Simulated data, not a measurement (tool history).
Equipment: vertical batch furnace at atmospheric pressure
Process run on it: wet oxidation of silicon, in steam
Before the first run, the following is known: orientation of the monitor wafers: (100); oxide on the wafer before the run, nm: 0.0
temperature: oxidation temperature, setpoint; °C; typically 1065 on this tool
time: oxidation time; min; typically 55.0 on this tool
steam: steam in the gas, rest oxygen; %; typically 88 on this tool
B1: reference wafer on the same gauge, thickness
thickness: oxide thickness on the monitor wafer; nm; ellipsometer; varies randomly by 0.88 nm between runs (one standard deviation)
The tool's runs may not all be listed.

Run 1, day 0.000: usual settings but steam 93 %; B1 603.91. Result: thickness 512.38 nm.
Run 2, day 0.704: usual settings but steam 93 %; B1 604.20. Result: thickness 512.68 nm.
Run 3, day 1.088: usual settings but steam 93 %; B1 604.11. Result: thickness 511.54 nm.
Run 4, day 1.542: usual settings; B1 604.03. Result: thickness 496.87 nm.
Run 5, day 2.283: usual settings but steam 95 %; B1 604.10. Result: thickness 519.35 nm.
Run 6, day 2.650: usual settings but steam 95 %; B1 603.73. Result: thickness 517.33 nm.
Run 7, day 3.208: usual settings but steam 95 %; B1 604.01. Result: thickness 518.27 nm.
Run 8, day 3.583: usual settings but temperature 1075 °C; B1 604.12. Result: thickness 519.85 nm.
Run 9, day 3.929: usual settings; B1 603.86. Result: thickness 494.65 nm.
Run 10, day 4.662: usual settings; B1 604.07. Result: thickness 494.87 nm.
Run 11, day 5.308: usual settings; B1 603.69. Result: thickness 493.62 nm.
At day 5.483: gauge calibrated.
Run 12, day 5.729: usual settings but time 65.5 min, steam 80 %; B1 603.93. Result: thickness 516.40 nm.
Run 13, day 6.300: usual settings but time 65.5 min, steam 80 %; B1 604.03. Result: thickness 517.86 nm.
Run 14, day 6.954: usual settings but time 65.5 min, steam 80 %; B1 603.97. Result: thickness 517.61 nm.
At day 8.083: steam generator serviced.
Run 15, day 8.225: usual settings; B1 603.87. Result: thickness 513.29 nm.
Run 16, day 8.658: usual settings but time 62.5 min; B1 603.96. Result: thickness 554.04 nm.
Run 17, day 9.225: usual settings but temperature 1047 °C, time 39.0 min, steam 80 %; B1 604.21. Result: thickness 353.72 nm.
Run 18, day 9.838: usual settings but temperature 1042 °C, time 32.0 min, steam 96 %; B1 603.90. Result: thickness 339.35 nm.
Run 19, day 10.146: usual settings; B1 604.14. Result: thickness 513.93 nm.
Run 20, day 10.575: usual settings but time 80.0 min; B1 604.05. Result: thickness 638.40 nm.
At day 11.642: thermocouples replaced and temperature profile calibrated.
Run 21, day 11.662: usual settings but time 80.0 min; B1 604.08. Result: thickness 639.61 nm.
Run 22, day 11.829: usual settings but steam 79 %; B1 603.91. Result: thickness 480.92 nm.
Run 23, day 12.000: usual settings but temperature 1057 °C, time 62.5 min, steam 97 %; B1 603.96. Result: thickness 563.64 nm.
Run 24, day 12.512: usual settings but time 65.0 min; B1 604.18. Result: thickness 566.51 nm.
Run 25, day 12.929: usual settings; B1 604.06. Result: thickness 513.23 nm.
Run 26, day 13.488: usual settings; B1 603.97. Result: thickness 513.21 nm.
Run 27, day 14.179: usual settings but temperature 1079 °C, time 44.5 min, steam 77 %; B1 603.72. Result: thickness 446.88 nm.
Run 28, day 14.567: usual settings but temperature 1051 °C, time 47.5 min, steam 97 %; B1 604.18. Result: thickness 463.24 nm.
Run 29, day 15.212: usual settings; B1 603.89. Result: thickness 512.35 nm.
Run 30, day 15.725: usual settings but temperature 1048 °C; B1 604.11. Result: thickness 467.58 nm.

Give the tool's hidden conditions for every run:
true tube temperature minus thermocouple reading, K: 0 at every run
gauge reads high (%): 0 at every run
H1: steam share off its setpoint, % of the setpoint
run      H1
  1    -6.2
  2    -6.3
  3   -6.36
  4   -6.43
  5   -6.54
  6   -6.59
  7   -6.68
  8   -6.74
  9   -6.79
 10    -6.9
 11      -7
 12   -7.07
 13   -7.16
 14   -7.26
 15   -0.62
 16   -0.62
 17  -0.621
 18  -0.623
 19  -0.624
 20  -0.626
 21  -0.632
 22  -0.633
 23  -0.635
 24  -0.639
 25  -0.642
 26  -0.648
 27  -0.655
 28   -0.66
 29  -0.668
 30  -0.675
